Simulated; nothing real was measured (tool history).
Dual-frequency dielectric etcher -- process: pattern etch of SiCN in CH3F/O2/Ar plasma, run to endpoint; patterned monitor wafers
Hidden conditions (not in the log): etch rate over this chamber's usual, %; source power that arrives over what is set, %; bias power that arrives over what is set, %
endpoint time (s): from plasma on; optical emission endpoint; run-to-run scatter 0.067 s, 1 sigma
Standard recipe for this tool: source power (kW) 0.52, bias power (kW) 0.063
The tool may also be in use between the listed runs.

run,hour,source power (kW),bias power (kW),wafers since the last listed run,hours since the last wet clean,hours since the last source power generator calibration,hours since the last bias power generator calibration,hours since the last upper electrode change,"incoming incoming film thickness, nm",endpoint time (s)
1,0,0.6,0.056,0,306.5,2610.9,1799.5,2792,8.74,21.9
2,7.1,0.6,0.056,86,313.6,2618,1806.6,2799.1,8.7,21.9
3,13.5,0.52,0.063,77,320,2624.4,1813,2805.5,8.79,22.3
4,27.8,0.52,0.063,173,334.3,2638.7,1827.3,2819.8,8.66,22
5,50.6,0.52,0.063,276,357.1,2661.5,1850.1,2842.6,8.66,21.8
6,65.5,0.6,0.068,180,372,2676.4,1865,2857.5,8.69,20.6
7,73.2,0.6,0.068,93,379.7,2684.1,1872.7,2865.2,8.73,20.7
8,89.8,0.6,0.068,201,396.3,2700.7,1889.3,2881.8,8.66,20.5
# hour 105.3: source power generator calibrated
9,105.8,0.52,0.063,145,412.3,0.5,1905.3,2897.8,8.74,22.1
10,120,0.52,0.063,172,426.5,14.7,1919.5,2912,8.73,22
11,145.3,0.52,0.052,306,451.8,40,1944.8,2937.3,8.76,23.3
12,158.7,0.52,0.052,162,465.2,53.4,1958.2,2950.7,8.64,23.1
13,176,0.62,0.063,209,482.5,70.7,1975.5,2968,8.74,20.8
14,191,0.52,0.063,181,497.5,85.7,1990.5,2983,8.67,21.8
15,199.4,0.58,0.051,101,505.9,94.1,1998.9,2991.4,8.68,22.6
# hour 211: bias power generator calibrated
# hour 229.1: upper electrode replaced
16,229.6,0.46,0.052,97,536.1,124.3,18.6,0.5,8.62,23.7
17,230,0.52,0.063,4,536.5,124.7,19,0.9,8.67,21.8
18,230.6,0.46,0.063,7,537.1,125.3,19.6,1.5,8.7,22.7
19,237.8,0.42,0.074,87,544.3,132.5,26.8,8.7,8.69,22.1
# hour 263.8: wet clean of the chamber
20,264.3,0.52,0.063,30,0.5,159,53.3,35.2,8.75,22.5
21,267.6,0.47,0.063,40,3.8,162.3,56.6,38.5,8.74,23.1
22,281,0.52,0.063,162,17.2,175.7,70,51.9,8.74,22.3
23,287.1,0.52,0.078,73,23.3,181.8,76.1,58,8.68,20.7
24,293.1,0.55,0.05,72,29.3,187.8,82.1,64,8.64,23.4
25,307.3,0.45,0.074,172,43.5,202,96.3,78.2,8.61,21.8
26,324.9,0.48,0.063,213,61.1,219.6,113.9,95.8,8.73,22.8
27,342.7,0.42,0.049,215,78.9,237.4,131.7,113.6,8.66,25.4
28,357.1,0.42,0.049,174,93.3,251.8,146.1,128,8.68,25.4
29,367.2,0.42,0.074,122,103.4,261.9,156.2,138.1,8.73,22.6
30,419.8,0.52,0.05,638,156,314.5,208.8,190.7,8.67,23.7
31,437.1,0.52,0.063,209,173.3,331.8,226.1,208,8.73,22.3
32,452.4,0.4,0.056,185,188.6,347.1,241.4,223.3,8.78,24.8
33,491.2,0.52,0.063,470,227.4,385.9,280.2,262.1,8.63,22
34,504.6,0.52,0.063,162,240.8,399.3,293.6,275.5,8.68,22
35,518,0.52,0.063,162,254.2,412.7,307,288.9,8.67,21.9
36,535.2,0.55,0.049,208,271.4,429.9,324.2,306.1,8.73,23.5
37,547.4,0.52,0.076,147,283.6,442.1,336.4,318.3,8.77,20.8

Measured minus without-hidden-state, run by run (identical run-to-run variation in each term; gauge scatter may differ):
run,endpoint time (s)
1,-0.3
2,-0.2
3,-0.3
4,-0.2
5,-0.3
6,-0.3
7,-0.3
8,-0.3
9,-0.4
10,-0.3
11,-0.3
12,-0.4
13,-0.4
14,-0.4
15,-0.5
16,-0.5
17,-0.4
18,-0.5
19,-0.4
20,+0
21,-0.1
22,-0.1
23,+0
24,-0.1
25,-0.1
26,-0.1
27,-0.1
28,-0.1
29,-0.1
30,-0.2
31,-0.2
32,-0.2
33,-0.2
34,-0.2
35,-0.3
36,-0.3
37,-0.3
